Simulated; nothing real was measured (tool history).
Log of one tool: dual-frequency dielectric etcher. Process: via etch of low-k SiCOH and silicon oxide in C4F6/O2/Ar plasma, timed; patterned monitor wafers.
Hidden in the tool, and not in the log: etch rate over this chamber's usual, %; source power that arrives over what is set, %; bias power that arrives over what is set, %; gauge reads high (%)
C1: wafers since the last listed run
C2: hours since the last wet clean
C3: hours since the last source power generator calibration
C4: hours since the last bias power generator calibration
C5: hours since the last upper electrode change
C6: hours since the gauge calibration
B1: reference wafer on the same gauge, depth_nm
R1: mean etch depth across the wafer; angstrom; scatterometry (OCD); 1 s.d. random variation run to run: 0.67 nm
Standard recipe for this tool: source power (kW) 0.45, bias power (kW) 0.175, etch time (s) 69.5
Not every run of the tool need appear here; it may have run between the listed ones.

{"run": 1, "hour": 0.0, "source power (kW)": 0.45, "bias power (kW)": 0.188, "etch time (s)": 69.5, "C1": 0, "C2": 457.5, "C3": 1944.9, "C4": 3976, "C5": 2211.9, "C6": 255.8, "B1": 170.1, "R1": 1997}
{"hour": 69.2, "done": "wet clean of the chamber"}
{"run": 2, "hour": 99.0, "source power (kW)": 0.45, "bias power (kW)": 0.188, "etch time (s)": 69.5, "C1": 951, "C2": 29.8, "C3": 2043.9, "C4": 4075, "C5": 2310.9, "C6": 354.8, "B1": 170.1, "R1": 2002}
{"run": 3, "hour": 159.3, "source power (kW)": 0.45, "bias power (kW)": 0.175, "etch time (s)": 69.5, "C1": 765, "C2": 90.1, "C3": 2104.2, "C4": 4135.3, "C5": 2371.2, "C6": 415.1, "B1": 170, "R1": 1953}
{"run": 4, "hour": 250.6, "source power (kW)": 0.45, "bias power (kW)": 0.175, "etch time (s)": 69.5, "C1": 1158, "C2": 181.4, "C3": 2195.5, "C4": 4226.6, "C5": 2462.5, "C6": 506.4, "B1": 169.9, "R1": 1951}
{"run": 5, "hour": 336.7, "source power (kW)": 0.45, "bias power (kW)": 0.175, "etch time (s)": 69.5, "C1": 1092, "C2": 267.5, "C3": 2281.6, "C4": 4312.7, "C5": 2548.6, "C6": 592.5, "B1": 169.9, "R1": 1947}
{"run": 6, "hour": 427.3, "source power (kW)": 0.45, "bias power (kW)": 0.202, "etch time (s)": 82, "C1": 1149, "C2": 358.1, "C3": 2372.2, "C4": 4403.3, "C5": 2639.2, "C6": 683.1, "B1": 170, "R1": 2418}
{"hour": 612.2, "done": "source power generator calibrated"}
{"hour": 657.6, "done": "bias power generator calibrated"}
{"hour": 697.8, "done": "wet clean of the chamber"}
{"run": 7, "hour": 698.3, "source power (kW)": 0.53, "bias power (kW)": 0.175, "etch time (s)": 69.5, "C1": 3032, "C2": 0.5, "C3": 86.1, "C4": 40.7, "C5": 2910.2, "C6": 954.1, "B1": 170.1, "R1": 2255}
{"run": 8, "hour": 778.5, "source power (kW)": 0.53, "bias power (kW)": 0.175, "etch time (s)": 69.5, "C1": 1017, "C2": 80.7, "C3": 166.3, "C4": 120.9, "C5": 2990.4, "C6": 1034.3, "B1": 170, "R1": 2248}
{"run": 9, "hour": 817.7, "source power (kW)": 0.45, "bias power (kW)": 0.175, "etch time (s)": 69.5, "C1": 497, "C2": 119.9, "C3": 205.5, "C4": 160.1, "C5": 3029.6, "C6": 1073.5, "B1": 170.1, "R1": 2030}
{"hour": 878.8, "done": "gauge calibrated"}
{"run": 10, "hour": 893.5, "source power (kW)": 0.48, "bias power (kW)": 0.175, "etch time (s)": 69.5, "C1": 961, "C2": 195.7, "C3": 281.3, "C4": 235.9, "C5": 3105.4, "C6": 14.7, "B1": 170, "R1": 2110}
{"hour": 992.2, "done": "upper electrode replaced"}
{"run": 11, "hour": 992.7, "source power (kW)": 0.55, "bias power (kW)": 0.164, "etch time (s)": 69.5, "C1": 954, "C2": 294.9, "C3": 380.5, "C4": 335.1, "C5": 0.5, "C6": 113.9, "B1": 169.9, "R1": 2232}
{"run": 12, "hour": 1062.9, "source power (kW)": 0.48, "bias power (kW)": 0.175, "etch time (s)": 76.5, "C1": 890, "C2": 365.1, "C3": 450.7, "C4": 405.3, "C5": 70.7, "C6": 184.1, "B1": 170, "R1": 2295}
{"run": 13, "hour": 1125.1, "source power (kW)": 0.45, "bias power (kW)": 0.203, "etch time (s)": 59, "C1": 789, "C2": 427.3, "C3": 512.9, "C4": 467.5, "C5": 132.9, "C6": 246.3, "B1": 169.9, "R1": 1793}
{"run": 14, "hour": 1214.2, "source power (kW)": 0.45, "bias power (kW)": 0.201, "etch time (s)": 54, "C1": 1130, "C2": 516.4, "C3": 602, "C4": 556.6, "C5": 222, "C6": 335.4, "B1": 170, "R1": 1623}
{"hour": 1322.8, "done": "wet clean of the chamber"}
{"run": 15, "hour": 1323.3, "source power (kW)": 0.45, "bias power (kW)": 0.203, "etch time (s)": 59, "C1": 1079, "C2": 0.5, "C3": 711.1, "C4": 665.7, "C5": 331.1, "C6": 444.5, "B1": 170.1, "R1": 1793}
{"run": 16, "hour": 1375.4, "source power (kW)": 0.35, "bias power (kW)": 0.217, "etch time (s)": 69.5, "C1": 661, "C2": 52.6, "C3": 763.2, "C4": 717.8, "C5": 383.2, "C6": 496.6, "B1": 170, "R1": 1807}
{"run": 17, "hour": 1417.4, "source power (kW)": 0.49, "bias power (kW)": 0.175, "etch time (s)": 88, "C1": 532, "C2": 94.6, "C3": 805.2, "C4": 759.8, "C5": 425.2, "C6": 538.6, "B1": 170, "R1": 2686}

Predict each of these 4 candidate next runs independently; none follows another, all start after run 17:
{"run": "A", "hour": 1417.8, "source power (kW)": 0.45, "bias power (kW)": 0.175, "etch time (s)": 62, "C1": 5, "C2": 95, "C3": 805.6, "C4": 760.2, "C5": 425.6, "C6": 539, "B1": "?", "R1": "?"}
{"run": "B", "hour": 1417.8, "source power (kW)": 0.45, "bias power (kW)": 0.151, "etch time (s)": 85.5, "C1": 5, "C2": 95, "C3": 805.6, "C4": 760.2, "C5": 425.6, "C6": 539, "B1": "?", "R1": "?"}
{"run": "C", "hour": 1417.8, "source power (kW)": 0.49, "bias power (kW)": 0.205, "etch time (s)": 69.5, "C1": 5, "C2": 95, "C3": 805.6, "C4": 760.2, "C5": 425.6, "C6": 539, "B1": "?", "R1": "?"}
{"run": "D", "hour": 1417.8, "source power (kW)": 0.54, "bias power (kW)": 0.175, "etch time (s)": 88, "C1": 5, "C2": 95, "C3": 805.6, "C4": 760.2, "C5": 425.6, "C6": 539, "B1": "?", "R1": "?"}

run=A B1=170 R1=1800
run=B B1=170 R1=2376
run=C B1=170 R1=2231
run=D B1=170 R1=2849
What these runs would have given with no unlogged condition in the tool:
run=A R1=1822
run=B R1=2406
run=C R1=2258
run=D R1=2884
